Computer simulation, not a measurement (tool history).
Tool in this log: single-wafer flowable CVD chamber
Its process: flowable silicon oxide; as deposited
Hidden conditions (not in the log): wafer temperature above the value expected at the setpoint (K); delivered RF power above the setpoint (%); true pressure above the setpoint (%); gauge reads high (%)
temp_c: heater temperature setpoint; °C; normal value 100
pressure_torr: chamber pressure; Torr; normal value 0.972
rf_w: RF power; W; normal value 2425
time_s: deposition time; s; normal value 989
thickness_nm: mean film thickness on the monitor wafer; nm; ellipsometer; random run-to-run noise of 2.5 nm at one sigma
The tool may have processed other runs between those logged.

run	day	temp_c	pressure_torr	rf_w	time_s	wafers since the last listed run	hours since the last thermocouple change	hours since the last RF generator calibration	hours since the last manometer calibration	hours since the showerhead was replaced	hours since the gauge calibration	read-back reference wafer on the same gauge, thickness_nm	thickness_nm
1	0	100	0.972	2425	841	0	1651.6	80.7	1305.5	5021.9	883.3	787.171	681.255
# day 2.8: gauge calibrated
2	4.433	100	0.972	2425	841	134	1758	187.1	1411.9	5128.3	39.2	787.35	682.246
3	6.738	106	0.972	2425	989	69	1813.3	242.4	1467.2	5183.6	94.5	787.49	641.007
4	10.1	106	0.972	2425	989	101	1894	323.1	1547.9	5264.3	175.2	787.562	638.339
5	12.392	100	0.972	2425	989	69	1949	378.1	1602.9	5319.3	230.2	786.736	800.288
6	13.917	100	0.972	2425	989	46	1985.6	414.7	1639.5	5355.9	266.8	787.074	800.939
7	15.838	100	0.972	2425	989	58	2031.7	460.8	1685.6	5402	312.9	786.872	802.958
# day 16.175: thermocouple changed; heater temperature recalibrated
8	19.754	93	1.086	2425	989	108	85.9	554.8	1779.6	5496	406.9	786.756	1162.256
9	21.438	93	1.086	2425	989	50	126.3	595.2	1820	5536.4	447.3	787.603	1161.793
10	25.396	100	0.972	2555	989	119	221.3	690.2	1915	5631.4	542.3	786.862	809.51
11	28.679	100	0.972	2095	989	99	300.1	769	1993.8	5710.2	621.1	787.116	780.303
# day 29.312: showerhead replaced
# day 30.067: capacitance manometer re-zeroed and calibrated
12	33.121	100	0.972	2095	989	114	406.7	875.6	73.3	91.4	727.7	787.184	776.474
13	35.788	108	1.113	2425	989	80	470.7	939.6	137.3	155.4	791.7	787.217	675.579
14	37.967	100	0.972	2425	989	65	523	991.9	189.6	207.7	844	787.244	802.615

Predict the results of run 15:
15	41.292	94	0.972	2555	989	100	602.8	1071.7	269.4	287.5	923.8	?	?

For run 15 the tool returned read-back reference wafer on the same gauge, thickness_nm 787.16, thickness_nm 1014.045 nm.
Were there no unlogged condition in the tool, this run, its random variation unchanged, would have produced thickness_nm 1014.045 nm.
